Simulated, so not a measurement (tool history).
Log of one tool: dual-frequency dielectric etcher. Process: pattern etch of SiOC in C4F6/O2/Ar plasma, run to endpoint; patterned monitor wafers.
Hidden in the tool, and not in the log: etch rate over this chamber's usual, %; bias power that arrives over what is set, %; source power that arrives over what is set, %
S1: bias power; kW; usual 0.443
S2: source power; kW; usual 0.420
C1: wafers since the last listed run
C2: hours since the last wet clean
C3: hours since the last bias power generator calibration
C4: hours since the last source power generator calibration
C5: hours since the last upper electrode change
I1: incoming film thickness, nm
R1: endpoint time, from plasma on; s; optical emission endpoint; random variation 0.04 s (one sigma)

| run | hour | S1 | S2 | C1 | C2 | C3 | C4 | C5 | I1 | R1 |
|---|---|---|---|---|---|---|---|---|---|---|
| 1 | 0.0 | 0.443 | 0.460 | 0 | 40.7 | 2648.3 | 2174.2 | 2985.4 | 27.58 | 9.3 |
| 2 | 16.4 | 0.443 | 0.460 | 203 | 57.1 | 2664.7 | 2190.6 | 3001.8 | 27.35 | 9.3 |
| 3 | 96.6 | 0.443 | 0.460 | 996 | 137.3 | 2744.9 | 2270.8 | 3082.0 | 27.48 | 9.3 |
| 4 | 129.8 | 0.443 | 0.440 | 412 | 170.5 | 2778.1 | 2304.0 | 3115.2 | 27.69 | 9.6 |
| 5 | 153.2 | 0.443 | 0.440 | 290 | 193.9 | 2801.5 | 2327.4 | 3138.6 | 27.40 | 9.5 |
| 6 | 180.9 | 0.443 | 0.420 | 344 | 221.6 | 2829.2 | 2355.1 | 3166.3 | 27.30 | 9.7 |
| 7 | 211.4 | 0.389 | 0.380 | 378 | 252.1 | 2859.7 | 2385.6 | 3196.8 | 27.83 | 10.9 |
| 8 | 246.2 | 0.389 | 0.380 | 432 | 286.9 | 2894.5 | 2420.4 | 3231.6 | 27.32 | 10.7 |
|  | 273.9 | source power generator calibrated |
| 9 | 274.4 | 0.443 | 0.420 | 300 | 315.1 | 2922.7 | 0.5 | 3259.8 | 27.64 | 9.7 |
| 10 | 303.1 | 0.443 | 0.420 | 356 | 343.8 | 2951.4 | 29.2 | 3288.5 | 27.46 | 9.6 |
| 11 | 318.9 | 0.443 | 0.420 | 196 | 359.6 | 2967.2 | 45.0 | 3304.3 | 27.58 | 9.8 |
|  | 348.8 | upper electrode replaced |
| 12 | 349.3 | 0.376 | 0.420 | 79 | 390.0 | 2997.6 | 75.4 | 0.5 | 27.48 | 10.1 |
| 13 | 366.3 | 0.376 | 0.420 | 211 | 407.0 | 3014.6 | 92.4 | 17.5 | 27.58 | 10.0 |
| 14 | 392.7 | 0.376 | 0.420 | 327 | 433.4 | 3041.0 | 118.8 | 43.9 | 27.60 | 10.1 |
|  | 428.0 | wet clean of the chamber |
| 15 | 428.5 | 0.443 | 0.420 | 146 | 0.5 | 3076.8 | 154.6 | 79.7 | 27.40 | 9.8 |

Run 16 comes next. What will it give?
|  | 435.9 | bias power generator calibrated |
| 16 | 445.8 | 0.495 | 0.450 | 165 | 17.8 | 9.9 | 171.9 | 97.0 | 27.59 | ? |

R1: 9.2 s
Without the tool's hidden state the same run would have given R1 9.3 s.
